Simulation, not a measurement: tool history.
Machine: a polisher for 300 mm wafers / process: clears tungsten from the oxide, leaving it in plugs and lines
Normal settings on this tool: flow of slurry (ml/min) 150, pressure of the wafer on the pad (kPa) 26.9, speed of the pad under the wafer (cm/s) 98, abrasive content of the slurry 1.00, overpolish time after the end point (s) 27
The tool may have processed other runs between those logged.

| run | day | flow of slurry (ml/min) | pressure of the wafer on the pad (kPa) | speed of the pad under the wafer (cm/s) | abrasive content of the slurry | overpolish time after the end point (s) | wafers since the last listed run | wafers polished on this pad | hours since the slurry nozzle was cleaned | hours since the head pressure was calibrated | hours since the slurry blender was calibrated | hours since the slurry got fresh peroxide | incoming thickness of the incoming film, nm | time until the end point was called (s) |
|---|---|---|---|---|---|---|---|---|---|---|---|---|---|---|
| 1 | 0.000 | 150 | 26.9 | 98 | 1.00 | 17 | 0 | 328 | 77.2 | 542.2 | 104.2 | 374.6 | 369.8 | 100.3 |
| 2 | 2.346 | 150 | 26.9 | 98 | 1.00 | 17 | 604 | 932 | 133.5 | 598.5 | 160.5 | 430.9 | 367.2 | 101.1 |
|  | 2.642 | slurry tank refilled with fresh slurry and peroxide |
| 3 | 4.900 | 150 | 26.9 | 98 | 1.00 | 27 | 647 | 1580 | 194.8 | 659.8 | 221.8 | 54.2 | 368.1 | 95.6 |
| 4 | 7.379 | 150 | 26.9 | 98 | 1.10 | 27 | 639 | 2219 | 254.3 | 719.3 | 281.3 | 113.7 | 374.5 | 98.2 |
| 5 | 10.267 | 150 | 23.4 | 98 | 1.00 | 27 | 744 | 2964 | 323.6 | 788.6 | 350.6 | 183.0 | 365.8 | 108.3 |
| 6 | 12.842 | 130 | 26.9 | 74 | 0.80 | 42 | 663 | 3627 | 385.4 | 850.4 | 412.4 | 244.8 | 372.0 | 138.5 |
|  | 17.025 | slurry blender recalibrated |
| 7 | 18.246 | 150 | 26.9 | 98 | 0.80 | 27 | 1371 | 4999 | 515.1 | 980.1 | 29.3 | 374.5 | 369.7 | 106.3 |
|  | 18.588 | worn pad replaced by a new one |
| 8 | 19.729 | 200 | 17.9 | 98 | 1.10 | 18 | 339 | 294 | 550.7 | 1015.7 | 64.9 | 410.1 | 371.7 | 136.0 |
| 9 | 22.175 | 150 | 26.9 | 128 | 1.20 | 42 | 630 | 924 | 609.4 | 1074.4 | 123.6 | 468.8 | 367.0 | 76.9 |
|  | 23.679 | slurry tank refilled with fresh slurry and peroxide |
| 10 | 24.754 | 150 | 29.6 | 98 | 1.10 | 37 | 654 | 1578 | 671.3 | 1136.3 | 185.5 | 25.8 | 367.0 | 85.4 |
| 11 | 26.488 | 150 | 17.9 | 98 | 1.20 | 32 | 446 | 2025 | 712.9 | 1177.9 | 227.1 | 67.4 | 369.7 | 133.8 |
| 12 | 29.079 | 190 | 26.9 | 98 | 1.00 | 18 | 668 | 2693 | 775.1 | 1240.1 | 289.3 | 129.6 | 372.5 | 92.8 |
| 13 | 31.888 | 150 | 26.9 | 98 | 1.00 | 14 | 723 | 3417 | 842.5 | 1307.5 | 356.7 | 197.0 | 375.9 | 99.4 |
|  | 32.617 | slurry nozzle cleaned |
|  | 33.121 | head pressure recalibrated |
| 14 | 33.733 | 150 | 26.9 | 98 | 1.00 | 14 | 443 | 3861 | 26.8 | 14.7 | 401.0 | 241.3 | 362.2 | 95.5 |
|  | 34.733 | slurry blender recalibrated |
|  | 36.400 | worn pad replaced by a new one |
| 15 | 36.733 | 190 | 26.9 | 98 | 1.00 | 18 | 708 | 85 | 98.8 | 86.7 | 48.0 | 313.3 | 364.6 | 95.4 |
| 16 | 38.408 | 150 | 26.9 | 98 | 1.00 | 27 | 431 | 517 | 139.0 | 126.9 | 88.2 | 353.5 | 368.2 | 98.6 |
| 17 | 39.454 | 150 | 26.9 | 98 | 1.00 | 27 | 269 | 787 | 164.1 | 152.0 | 113.3 | 378.6 | 368.6 | 99.2 |
| 18 | 42.271 | 150 | 26.9 | 98 | 1.00 | 27 | 726 | 1513 | 231.7 | 219.6 | 180.9 | 446.2 | 370.1 | 101.0 |
|  | 43.108 | slurry tank refilled with fresh slurry and peroxide |
| 19 | 44.304 | 150 | 32.4 | 84 | 1.00 | 27 | 513 | 2026 | 280.5 | 268.4 | 229.7 | 28.7 | 375.5 | 93.7 |
| 20 | 48.917 | 150 | 26.9 | 118 | 1.00 | 27 | 1188 | 3215 | 391.2 | 379.1 | 340.4 | 139.4 | 376.0 | 85.3 |
| 21 | 51.579 | 175 | 20.7 | 74 | 1.00 | 40 | 686 | 3902 | 455.1 | 443.0 | 404.3 | 203.3 | 371.2 | 153.5 |
| 22 | 53.996 | 130 | 32.4 | 98 | 1.00 | 27 | 622 | 4524 | 513.1 | 501.0 | 462.3 | 261.3 | 369.9 | 86.2 |
|  | 55.429 | worn pad replaced by a new one |
|  | 56.288 | slurry blender recalibrated |
| 23 | 56.612 | 185 | 21.4 | 98 | 1.00 | 16 | 610 | 283 | 575.9 | 563.8 | 7.8 | 324.1 | 371.3 | 115.1 |
| 24 | 58.179 | 150 | 26.9 | 108 | 0.75 | 27 | 403 | 687 | 613.5 | 601.4 | 45.4 | 361.7 | 373.6 | 100.9 |
| 25 | 59.592 | 150 | 26.9 | 98 | 1.00 | 27 | 364 | 1051 | 647.4 | 635.3 | 79.3 | 395.6 | 376.7 | 102.8 |
| 26 | 60.696 | 115 | 23.4 | 98 | 1.00 | 27 | 284 | 1336 | 673.9 | 661.8 | 105.8 | 422.1 | 376.6 | 121.8 |

Branching from run 26: 4 alternative next runs. What would each branch give?
| A | 60.717 | 150 | 26.9 | 98 | 1.00 | 27 | 5 | 1341 | 674.4 | 662.3 | 106.3 | 422.6 | 374.4 | ? |
| B | 60.717 | 150 | 34.5 | 120 | 1.30 | 18 | 5 | 1341 | 674.4 | 662.3 | 106.3 | 422.6 | 374.4 | ? |
| C | 60.717 | 190 | 26.9 | 80 | 1.10 | 34 | 5 | 1341 | 674.4 | 662.3 | 106.3 | 422.6 | 374.4 | ? |
| D | 60.717 | 195 | 26.9 | 98 | 1.25 | 27 | 5 | 1341 | 674.4 | 662.3 | 106.3 | 422.6 | 374.4 | ? |

| run | time until the end point was called (s) |
|---|---|
| A | 105.0 |
| B | 66.0 |
| C | 116.8 |
| D | 95.1 |
Without the tool's hidden state the same runs would have given:
| run | time until the end point was called (s) |
|---|---|
| A | 98.5 |
| B | 61.9 |
| C | 109.6 |
| D | 89.2 |
